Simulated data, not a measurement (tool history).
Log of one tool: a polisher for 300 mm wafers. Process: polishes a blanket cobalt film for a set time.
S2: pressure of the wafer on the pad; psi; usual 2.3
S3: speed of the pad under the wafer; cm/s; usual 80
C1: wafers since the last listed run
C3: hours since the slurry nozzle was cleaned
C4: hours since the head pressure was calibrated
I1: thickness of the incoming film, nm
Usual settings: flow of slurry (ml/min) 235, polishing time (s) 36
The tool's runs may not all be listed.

Run 1, day 0: usual settings but polishing time (s) 29; C1 0; wafers polished on this pad 284; C3 280.2; C4 385.5; I1 879. Result: film removed (angstrom) 1410.
Run 2, day 1.704: usual settings but polishing time (s) 29; C1 345; wafers polished on this pad 629; C3 321.1; C4 426.4; I1 856.4. Result: film removed (angstrom) 1412.
Run 3, day 5.296: usual settings but polishing time (s) 29; C1 727; wafers polished on this pad 1357; C3 407.3; C4 512.6; I1 868.8. Result: film removed (angstrom) 1410.
Run 4, day 8.762: usual settings but flow of slurry (ml/min) 180; C1 702; wafers polished on this pad 2059; C3 490.5; C4 595.8; I1 860.1. Result: film removed (angstrom) 1755.
At day 10.279: worn pad replaced by a new one.
Run 5, day 10.979: usual settings but flow of slurry (ml/min) 180; C1 415; wafers polished on this pad 141; C3 543.7; C4 649; I1 861.7. Result: film removed (angstrom) 1730.
At day 11.604: slurry nozzle cleaned.
Run 6, day 13.321: usual settings; C1 465; wafers polished on this pad 607; C3 41.2; C4 705.2; I1 853. Result: film removed (angstrom) 1778.
Run 7, day 15.808: usual settings; C1 503; wafers polished on this pad 1110; C3 100.9; C4 764.9; I1 865.3. Result: film removed (angstrom) 1746.
Run 8, day 17.629: usual settings; C1 368; wafers polished on this pad 1479; C3 144.6; C4 808.6; I1 862.6. Result: film removed (angstrom) 1749.
At day 21.362: worn pad replaced by a new one.
Run 9, day 21.383: usual settings; C1 726; wafers polished on this pad 4; C3 234.7; C4 898.7; I1 861.3. Result: film removed (angstrom) 1792.
Run 10, day 22.762: usual settings; C1 279; wafers polished on this pad 283; C3 267.8; C4 931.8; I1 868. Result: film removed (angstrom) 1787.
Run 11, day 24.55: usual settings; C1 361; wafers polished on this pad 645; C3 310.7; C4 974.7; I1 865.4. Result: film removed (angstrom) 1763.
Run 12, day 26.696: usual settings but flow of slurry (ml/min) 180, polishing time (s) 41; C1 434; wafers polished on this pad 1079; C3 362.2; C4 1026.2; I1 877.3. Result: film removed (angstrom) 1976.
Run 13, day 28.779: usual settings but S2 1.6 psi; C1 421; wafers polished on this pad 1501; C3 412.2; C4 1076.2; I1 886.3. Result: film removed (angstrom) 1218.
Run 14, day 30.983: usual settings but S3 58 cm/s; C1 446; wafers polished on this pad 1948; C3 465.1; C4 1129.1; I1 853.8. Result: film removed (angstrom) 1348.
At day 33: worn pad replaced by a new one.
At day 35.138: slurry nozzle cleaned.
Run 15, day 35.471: usual settings but flow of slurry (ml/min) 305, S3 92 cm/s, polishing time (s) 29; C1 866; wafers polished on this pad 491; C3 8; C4 1236.8; I1 872.2. Result: film removed (angstrom) 1633.
Run 16, day 37.104: usual settings; C1 330; wafers polished on this pad 822; C3 47.2; C4 1276; I1 870.3. Result: film removed (angstrom) 1757.
At day 45.642: worn pad replaced by a new one.
At day 45.658: head pressure recalibrated.
Run 17, day 47.504: usual settings; C1 2068; wafers polished on this pad 373; C3 296.8; C4 44.3; I1 879.6. Result: film removed (angstrom) 1760.
Run 18, day 50.971: usual settings but S3 62 cm/s; C1 702; wafers polished on this pad 1075; C3 380; C4 127.5; I1 861.5. Result: film removed (angstrom) 1419.
Run 19, day 53.492: usual settings but S3 90 cm/s, polishing time (s) 31; C1 510; wafers polished on this pad 1586; C3 440.5; C4 188; I1 869.9. Result: film removed (angstrom) 1702.
At day 57.792: worn pad replaced by a new one.
Run 20, day 57.812: usual settings; C1 841; wafers polished on this pad 3; C3 544.2; C4 291.7; I1 878.1. Result: film removed (angstrom) 1770.
At day 58.129: slurry nozzle cleaned.
Run 21, day 60.746: usual settings but polishing time (s) 32; C1 585; wafers polished on this pad 589; C3 62.8; C4 362.1; I1 870.2. Result: film removed (angstrom) 1543.
Run 22, day 64.779: usual settings but flow of slurry (ml/min) 255, S2 2.6 psi, polishing time (s) 27; C1 816; wafers polished on this pad 1406; C3 159.6; C4 458.9; I1 886. Result: film removed (angstrom) 1519.

How the hidden state differs across the entries between the runs, from the last listed run before each to the first after it:
Between runs 4 and 5: worn pad replaced by a new one (day 10.279)
  no hidden state differs between the two runs
Between runs 5 and 6: slurry nozzle cleaned (day 11.604)
  no hidden state differs between the two runs
Between runs 8 and 9: worn pad replaced by a new one (day 21.362)
  no hidden state differs between the two runs
Between runs 14 and 15: worn pad replaced by a new one (day 33); slurry nozzle cleaned (day 35.138)
  no hidden state differs between the two runs
Between runs 16 and 17: worn pad replaced by a new one (day 45.642); head pressure recalibrated (day 45.658)
  no hidden state differs between the two runs
Between runs 19 and 20: worn pad replaced by a new one (day 57.792)
  no hidden state differs between the two runs
Between runs 20 and 21: slurry nozzle cleaned (day 58.129)
  no hidden state differs between the two runs

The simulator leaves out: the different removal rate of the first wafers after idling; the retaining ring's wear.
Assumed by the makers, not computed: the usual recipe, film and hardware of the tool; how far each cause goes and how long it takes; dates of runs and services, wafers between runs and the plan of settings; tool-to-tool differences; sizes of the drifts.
